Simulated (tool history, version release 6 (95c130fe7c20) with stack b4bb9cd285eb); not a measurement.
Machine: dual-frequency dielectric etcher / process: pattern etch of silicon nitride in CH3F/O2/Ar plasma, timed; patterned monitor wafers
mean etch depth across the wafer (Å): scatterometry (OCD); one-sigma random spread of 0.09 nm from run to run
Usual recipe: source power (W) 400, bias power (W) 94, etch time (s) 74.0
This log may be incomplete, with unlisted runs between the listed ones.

run	hour	source power (W)	bias power (W)	etch time (s)	read-back reference wafer on the same gauge, depth_nm	mean etch depth across the wafer (Å)
1	0.0	400	94	74.0	66.8	590
2	12.6	400	94	74.0	66.8	590
3	24.2	400	94	74.0	66.8	590
4	39.6	400	94	74.0	66.8	591
5	54.7	400	94	74.0	66.8	591
6	67.7	400	94	74.0	66.8	588
7	80.5	430	94	74.0	66.8	607
8	90.9	400	94	74.0	66.8	589
9	102.9	400	94	74.0	66.8	589
10	119.8	400	94	74.0	66.8	587
11	135.8	400	94	85.5	66.8	679
# hour 160.8: upper electrode replaced
# hour 162.4: wet clean of the chamber
12	162.9	400	94	85.5	66.8	689
13	164.5	400	108	74.0	66.8	621
14	173.7	400	94	74.0	66.8	596
15	199.9	440	85	92.0	66.8	750
16	207.2	430	94	74.0	66.8	613
17	217.6	500	80	93.0	66.8	787
# hour 224.3: bias power generator calibrated
18	228.8	400	94	74.0	66.8	594
19	237.4	400	94	74.0	66.8	595
# hour 279.2: source power generator calibrated
20	287.6	350	74	74.0	66.8	520
# hour 323.9: gauge calibrated
21	334.5	400	94	74.0	66.8	592
22	349.0	400	84	56.0	66.8	434
23	360.2	370	94	55.5	66.8	428
24	375.3	480	71	87.5	66.8	699
25	391.7	460	94	90.5	66.8	769
26	405.4	400	94	83.5	66.8	668

Each row is a separate what-if for the run after 26, all from the same tool condition, not one after another. Results?
A	405.8	400	94	74.0	?	?
B	405.8	400	109	74.0	?	?
C	405.8	460	117	74.0	?	?
D	405.8	400	78	66.5	?	?
E	405.8	400	70	74.0	?	?

run	read-back reference wafer on the same gauge, depth_nm	mean etch depth across the wafer (Å)
A	66.8	590
B	66.8	617
C	66.8	670
D	66.8	503
E	66.8	543
What these runs would have given with no unlogged condition in the tool:
run	mean etch depth across the wafer (Å)
A	597
B	624
C	678
D	509
E	550
